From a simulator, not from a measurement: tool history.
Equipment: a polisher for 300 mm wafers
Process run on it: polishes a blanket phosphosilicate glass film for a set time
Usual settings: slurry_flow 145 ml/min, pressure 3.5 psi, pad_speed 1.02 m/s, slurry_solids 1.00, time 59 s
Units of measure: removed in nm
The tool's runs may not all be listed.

run	hour	slurry_flow	pressure	pad_speed	slurry_solids	time	wafers since the last listed run	wafers polished on this pad	hours since the slurry nozzle was cleaned	hours since the head pressure was calibrated	hours since the slurry blender was calibrated	hours since the conditioning disc was replaced	incoming thickness of the incoming film, nm	removed
1	0.0	145	3.5	1.02	1.00	74	0	6255	550.3	809.4	686.3	547.4	3097.7	662.9
# hour 22.0: worn pad replaced by a new one
# hour 50.9: slurry blender recalibrated
2	63.9	145	3.5	1.02	0.85	59	580	400	614.2	873.3	13.0	611.3	3187.2	475.4
# hour 74.4: slurry nozzle cleaned, repeated, since the last time left the tool worse
3	117.0	145	3.5	1.02	0.85	59	522	923	42.6	926.4	66.1	664.4	3191.7	510.5
# hour 143.4: conditioning disc replaced and pad reconditioned
# hour 178.0: head pressure recalibrated
4	206.5	110	3.5	1.02	1.00	55	857	1781	132.1	28.5	155.6	63.1	3100.6	514.4
5	279.6	145	4.1	1.02	1.00	75	733	2514	205.2	101.6	228.7	136.2	3093.8	848.4
6	332.5	100	3.2	1.02	1.25	59	530	3045	258.1	154.5	281.6	189.1	3147.4	563.6
7	404.4	175	3.5	0.72	1.00	59	721	3766	330.0	226.4	353.5	261.0	3119.6	474.9
8	485.0	160	3.5	1.02	1.10	78	808	4575	410.6	307.0	434.1	341.6	3144.6	802.0
# hour 593.0: worn pad replaced by a new one
9	593.5	145	2.6	1.34	1.00	59	1048	5	519.1	415.5	542.6	450.1	3105.7	521.7
# hour 641.2: slurry blender recalibrated
10	675.2	185	3.5	1.02	1.00	59	799	804	600.8	497.2	34.0	531.8	3111.5	575.7
# hour 779.2: slurry nozzle cleaned
11	779.7	145	3.5	1.02	1.00	50	1038	1843	0.5	601.7	138.5	636.3	3182.1	486.9
# hour 812.8: conditioning disc replaced and pad reconditioned
12	868.3	145	3.5	1.02	1.30	59	868	2712	89.1	690.3	227.1	55.5	3129.8	666.7
13	1012.1	145	3.5	1.02	1.00	59	1442	4154	232.9	834.1	370.9	199.3	3172.9	572.3
# hour 1032.8: head pressure recalibrated
14	1062.3	145	3.5	1.02	1.00	59	483	4638	283.1	29.5	421.1	249.5	3143.5	562.2
15	1106.4	145	3.5	1.02	1.15	66	442	5080	327.2	73.6	465.2	293.6	3131.6	700.1
16	1161.4	145	3.5	1.02	1.00	59	551	5632	382.2	128.6	520.2	348.6	3133.0	568.8
# hour 1184.4: worn pad replaced by a new one
17	1258.5	130	3.5	1.02	0.75	59	934	743	479.3	225.7	617.3	445.7	3161.4	442.3
# hour 1272.9: slurry blender recalibrated
18	1352.4	145	4.1	1.02	0.85	59	922	1665	573.2	319.6	79.5	539.6	3137.3	580.8
19	1418.6	145	3.5	1.02	1.25	59	664	2330	639.4	385.8	145.7	605.8	3155.5	644.7
# hour 1474.8: conditioning disc replaced and pad reconditioned
# hour 1503.2: slurry nozzle cleaned
20	1512.1	145	3.5	1.02	1.00	59	908	3238	8.9	479.3	239.2	37.3	3133.4	574.9
21	1579.4	145	3.8	1.38	1.00	59	675	3913	76.2	546.6	306.5	104.6	3113.2	744.8
22	1676.0	175	4.3	0.86	1.00	59	969	4882	172.8	643.2	403.1	201.2	3103.3	634.1
23	1724.4	170	2.9	1.02	1.00	73	485	5368	221.2	691.6	451.5	249.6	3118.6	600.9
# hour 1760.8: worn pad replaced by a new one
24	1776.1	145	4.0	0.70	1.00	59	478	153	272.9	743.3	503.2	301.3	3086.9	524.7

5 ways to go on from here, each from the tool as it stands after run 24. What would each give?
A	1776.5	145	3.5	0.72	1.00	59	4	157	273.3	743.7	503.6	301.7	3142.6	?
B	1776.5	170	3.5	1.20	1.00	59	4	157	273.3	743.7	503.6	301.7	3142.6	?
C	1776.5	160	3.5	1.32	1.15	59	4	157	273.3	743.7	503.6	301.7	3142.6	?
D	1776.5	145	2.8	1.24	1.00	59	4	157	273.3	743.7	503.6	301.7	3142.6	?
E	1776.5	185	2.8	1.26	1.20	59	4	157	273.3	743.7	503.6	301.7	3142.6	?

run	removed
A	465.5
B	646.7
C	742.6
D	530.0
E	612.8
Had the tool no hidden state, the same runs would have come out as:
run	removed
A	470.7
B	653.3
C	750.4
D	536.0
E	618.8

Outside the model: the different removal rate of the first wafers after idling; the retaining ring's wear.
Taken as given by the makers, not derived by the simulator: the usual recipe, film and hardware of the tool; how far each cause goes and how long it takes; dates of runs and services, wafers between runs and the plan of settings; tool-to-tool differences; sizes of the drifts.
